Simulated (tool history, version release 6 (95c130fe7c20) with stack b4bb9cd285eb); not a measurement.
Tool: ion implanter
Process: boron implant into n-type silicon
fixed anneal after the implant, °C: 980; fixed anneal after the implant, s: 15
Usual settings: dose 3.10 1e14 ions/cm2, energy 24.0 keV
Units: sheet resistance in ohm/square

run   hour  dose  energy  wafers since the last listed run  hours since the last dose calibration  hours since the extraction supply was calibrated  hours since the gauge calibration  read-back reference wafer on the same gauge, sheet resistance  sheet resistance
  1    0.0  3.10    24.0                                 0                                  657.9                                            4517.2                              324.4                                                         367.11            315.04
  2   35.0  2.84    24.0                               811                                  692.9                                            4552.2                              359.4                                                         367.00            337.20
  3   59.7  2.84    24.0                               572                                  717.6                                            4576.9                              384.1                                                         366.84            336.93
  4  130.8  3.10    19.0                              1647                                  788.7                                            4648.0                              455.2                                                         367.17            319.49
  5  189.6  3.69    24.0                              1362                                  847.5                                            4706.8                              514.0                                                         366.76            276.27
  6  256.3  3.69    24.0                              1545                                  914.2                                            4773.5                              580.7                                                         366.75            276.42
  7  323.8  3.69    24.0                              1564                                  981.7                                            4841.0                              648.2                                                         367.14            275.95
  8  380.8  3.59    24.0                              1321                                 1038.7                                            4898.0                              705.2                                                         366.99            281.73
     429.3  -- gauge calibrated
  9  440.6  3.10    24.0                              1385                                 1098.5                                            4957.8                               11.3                                                         366.91            315.99
     470.0  -- extraction supply calibrated
 10  523.9  3.80    18.0                              1745                                 1181.8                                              53.9                               94.6                                                         366.86            275.50
 11  559.4  3.10    31.5                               822                                 1217.3                                              89.4                              130.1                                                         366.97            307.57
 12  592.8  3.10    24.0                               774                                 1250.7                                             122.8                              163.5                                                         367.16            313.74
     601.4  -- Faraday cup replaced and dose calibrated
 13  632.6  3.64    27.5                               736                                   31.2                                             162.6                              203.3                                                         366.98            275.41
 14  704.3  3.10    24.0                              1661                                  102.9                                             234.3                              275.0                                                         367.25            315.89
 15  762.8  2.51    26.5                              1355                                  161.4                                             292.8                              333.5                                                         367.14            364.50
 16  821.3  2.76    19.5                              1355                                  219.9                                             351.3                              392.0                                                         367.05            349.22

4 ways to go on from here, each from the tool as it stands after run 16. What would each give?
  A  821.7  3.10    16.0                                 9                                  220.3                                             351.7                              392.4                                                              ?                 ?
  B  821.7  2.48    15.5                                 9                                  220.3                                             351.7                              392.4                                                              ?                 ?
  C  821.7  2.59    29.0                                 9                                  220.3                                             351.7                              392.4                                                              ?                 ?
  D  821.7  2.59    19.0                                 9                                  220.3                                             351.7                              392.4                                                              ?                 ?

run  read-back reference wafer on the same gauge, sheet resistance  sheet resistance
  A                                                         367.00            326.89
  B                                                         367.00            390.51
  C                                                         367.00            355.04
  D                                                         367.00            370.12
Without the tool's hidden state the same runs would have given:
run  sheet resistance
  A            326.89
  B            390.51
  C            355.04
  D            370.12

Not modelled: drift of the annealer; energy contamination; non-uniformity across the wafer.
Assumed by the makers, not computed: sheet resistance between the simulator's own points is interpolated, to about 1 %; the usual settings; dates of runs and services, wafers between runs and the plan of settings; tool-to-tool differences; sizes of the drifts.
